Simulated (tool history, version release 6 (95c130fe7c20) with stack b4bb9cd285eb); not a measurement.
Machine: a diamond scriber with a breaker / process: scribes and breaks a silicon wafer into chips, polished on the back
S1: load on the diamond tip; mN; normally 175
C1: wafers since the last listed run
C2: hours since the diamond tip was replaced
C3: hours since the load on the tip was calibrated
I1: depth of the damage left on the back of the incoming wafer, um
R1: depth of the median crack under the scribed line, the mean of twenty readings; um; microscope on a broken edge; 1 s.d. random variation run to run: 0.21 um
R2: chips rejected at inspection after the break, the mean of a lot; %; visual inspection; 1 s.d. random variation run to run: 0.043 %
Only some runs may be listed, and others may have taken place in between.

Run 1, day 0.000: usual settings; C1 0; C2 517.0; C3 1243.7; I1 0.02. Result: R1 11.36 um, R2 1.99 %.
Run 2, day 2.517: usual settings but S1 144 mN; C1 292; C2 577.4; C3 1304.1; I1 0.04. Result: R1 10.42 um, R2 4.46 %.
Run 3, day 4.162: usual settings but S1 144 mN; C1 191; C2 616.9; C3 1343.6; I1 0.02. Result: R1 10.34 um, R2 4.62 %.
Run 4, day 6.121: usual settings but S1 144 mN; C1 227; C2 663.9; C3 1390.6; I1 0.04. Result: R1 10.45 um, R2 4.85 %.
Run 5, day 8.275: usual settings but S1 188 mN; C1 250; C2 715.6; C3 1442.3; I1 0.05. Result: R1 11.50 um, R2 1.73 %.
Run 6, day 10.654: usual settings but S1 188 mN; C1 276; C2 772.7; C3 1499.4; I1 0.03. Result: R1 11.91 um, R2 1.72 %.
Run 7, day 14.129: usual settings but S1 188 mN; C1 404; C2 856.1; C3 1582.8; I1 0.02. Result: R1 11.56 um, R2 1.75 %.
Run 8, day 16.112: usual settings but S1 197 mN; C1 230; C2 903.7; C3 1630.4; I1 0.04. Result: R1 11.61 um, R2 1.48 %.
Run 9, day 19.650: usual settings but S1 151 mN; C1 411; C2 988.6; C3 1715.3; I1 0.02. Result: R1 10.61 um, R2 4.80 %.
At day 19.979: load on the tip recalibrated.
Run 10, day 23.479: usual settings but S1 143 mN; C1 435; C2 1080.5; C3 84.0; I1 0.04. Result: R1 10.21 um, R2 5.61 %.
At day 24.617: diamond tip replaced by a new one.
Run 11, day 26.821: usual settings; C1 378; C2 52.9; C3 164.2; I1 0.03. Result: R1 12.70 um, R2 1.13 %.
Run 12, day 30.554: usual settings but S1 146 mN; C1 434; C2 142.5; C3 253.8; I1 0.04. Result: R1 11.41 um, R2 2.38 %.
Run 13, day 32.221: usual settings but S1 137 mN; C1 193; C2 182.5; C3 293.8; I1 0.03. Result: R1 10.73 um, R2 3.33 %.
Run 14, day 35.621: usual settings but S1 196 mN; C1 395; C2 264.1; C3 375.4; I1 0.04. Result: R1 12.41 um, R2 1.13 %.
Run 15, day 39.575: usual settings but S1 158 mN; C1 459; C2 359.0; C3 470.3; I1 0.04. Result: R1 11.34 um, R2 2.58 %.

Each row is a separate what-if for the run after 15, all from the same tool condition, not one after another. Results?
Run A, day 39.596: usual settings but S1 195 mN; C1 2; C2 359.5; C3 470.8; I1 0.01. Result: R1 ?, R2 ?.
Run B, day 39.596: usual settings but S1 200 mN; C1 2; C2 359.5; C3 470.8; I1 0.01. Result: R1 ?, R2 ?.
Run C, day 39.596: usual settings but S1 219 mN; C1 2; C2 359.5; C3 470.8; I1 0.01. Result: R1 ?, R2 ?.

run     R1    R2
  A  12.47  1.16
  B  12.61  1.11
  C  13.13  1.16
Without the tool's unlogged condition, the same runs would have read:
run     R1    R2
  A  13.40  1.34
  B  13.55  1.48
  C  14.11  2.24
